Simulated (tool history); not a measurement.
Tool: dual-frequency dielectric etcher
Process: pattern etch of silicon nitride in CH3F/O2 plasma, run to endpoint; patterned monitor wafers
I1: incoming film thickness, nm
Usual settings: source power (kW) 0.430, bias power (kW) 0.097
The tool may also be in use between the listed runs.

Run 1, day 0.000: usual settings; I1 93.3. Result: endpoint time (s) 100.9.
Run 2, day 1.196: usual settings; I1 93.2. Result: endpoint time (s) 101.1.
Run 3, day 2.317: usual settings; I1 92.5. Result: endpoint time (s) 100.3.
At day 4.096: wet clean of the chamber.
Run 4, day 5.688: usual settings; I1 92.9. Result: endpoint time (s) 104.3.
Run 5, day 6.375: usual settings; I1 94.2. Result: endpoint time (s) 107.4.
Run 6, day 6.912: usual settings; I1 93.4. Result: endpoint time (s) 104.3.
At day 7.254: source power generator calibrated.
Run 7, day 8.404: usual settings; I1 94.2. Result: endpoint time (s) 106.5.
Run 8, day 9.554: usual settings; I1 93.0. Result: endpoint time (s) 106.2.
Run 9, day 10.396: usual settings; I1 93.9. Result: endpoint time (s) 107.4.
Run 10, day 11.808: usual settings; I1 92.4. Result: endpoint time (s) 105.9.
Run 11, day 13.225: usual settings; I1 93.8. Result: endpoint time (s) 107.4.
Run 12, day 13.867: usual settings; I1 94.0. Result: endpoint time (s) 106.5.
At day 15.504: wet clean of the chamber, repeated, since the last time left the tool worse.
At day 16.179: bias power generator calibrated.
Run 13, day 18.083: usual settings but source power (kW) 0.360, bias power (kW) 0.078; I1 93.2. Result: endpoint time (s) 120.3.
Run 14, day 18.904: usual settings but bias power (kW) 0.086; I1 93.9. Result: endpoint time (s) 108.4.
Run 15, day 20.321: usual settings but source power (kW) 0.390, bias power (kW) 0.082; I1 93.8. Result: endpoint time (s) 114.7.
Run 16, day 21.712: usual settings but source power (kW) 0.350, bias power (kW) 0.079; I1 93.5. Result: endpoint time (s) 121.2.
Run 17, day 22.904: usual settings; I1 93.8. Result: endpoint time (s) 100.8.
Run 18, day 24.071: usual settings but source power (kW) 0.500, bias power (kW) 0.110; I1 92.5. Result: endpoint time (s) 88.5.
Run 19, day 25.283: usual settings but source power (kW) 0.480, bias power (kW) 0.120; I1 92.8. Result: endpoint time (s) 85.8.
Run 20, day 25.896: usual settings but source power (kW) 0.500, bias power (kW) 0.118; I1 92.5. Result: endpoint time (s) 86.2.
At day 27.179: upper electrode replaced.
Run 21, day 27.342: usual settings but source power (kW) 0.520; I1 93.2. Result: endpoint time (s) 95.3.
Run 22, day 27.871: usual settings; I1 93.1. Result: endpoint time (s) 99.8.
Run 23, day 28.746: usual settings but source power (kW) 0.460, bias power (kW) 0.105; I1 93.3. Result: endpoint time (s) 94.1.
Run 24, day 31.812: usual settings but source power (kW) 0.470, bias power (kW) 0.110; I1 92.5. Result: endpoint time (s) 91.7.
Run 25, day 33.079: usual settings but source power (kW) 0.380, bias power (kW) 0.113; I1 93.1. Result: endpoint time (s) 96.5.
Run 26, day 33.688: usual settings; I1 93.8. Result: endpoint time (s) 101.3.
Run 27, day 34.521: usual settings; I1 92.8. Result: endpoint time (s) 102.3.
Run 28, day 35.904: usual settings but source power (kW) 0.460; I1 93.0. Result: endpoint time (s) 99.3.
Run 29, day 38.771: usual settings but source power (kW) 0.540; I1 94.1. Result: endpoint time (s) 95.4.
Run 30, day 39.529: usual settings; I1 94.2. Result: endpoint time (s) 103.7.
Run 31, day 40.542: usual settings; I1 94.0. Result: endpoint time (s) 101.4.
Run 32, day 41.429: usual settings but source power (kW) 0.490, bias power (kW) 0.082; I1 92.9. Result: endpoint time (s) 107.2.
Run 33, day 42.746: usual settings; I1 92.8. Result: endpoint time (s) 102.7.
Run 34, day 43.925: usual settings; I1 92.6. Result: endpoint time (s) 102.6.
At day 45.183: wet clean of the chamber.
Run 35, day 45.275: usual settings; I1 93.7. Result: endpoint time (s) 99.5.

Forecast each of these 4 alternatives for the next run:
Run A, day 45.296: usual settings but source power (kW) 0.370; I1 93.3. Result: endpoint time (s) ?.
Run B, day 45.296: usual settings but bias power (kW) 0.105; I1 93.3. Result: endpoint time (s) ?.
Run C, day 45.296: usual settings but source power (kW) 0.490, bias power (kW) 0.118; I1 93.3. Result: endpoint time (s) ?.
Run D, day 45.296: usual settings but source power (kW) 0.490, bias power (kW) 0.084; I1 93.3. Result: endpoint time (s) ?.

run  endpoint time (s)
  A              103.8
  B               94.5
  C               85.0
  D              102.0
Without the tool's hidden state the same runs would have given:
run  endpoint time (s)
  A              104.0
  B               94.7
  C               85.2
  D              102.3
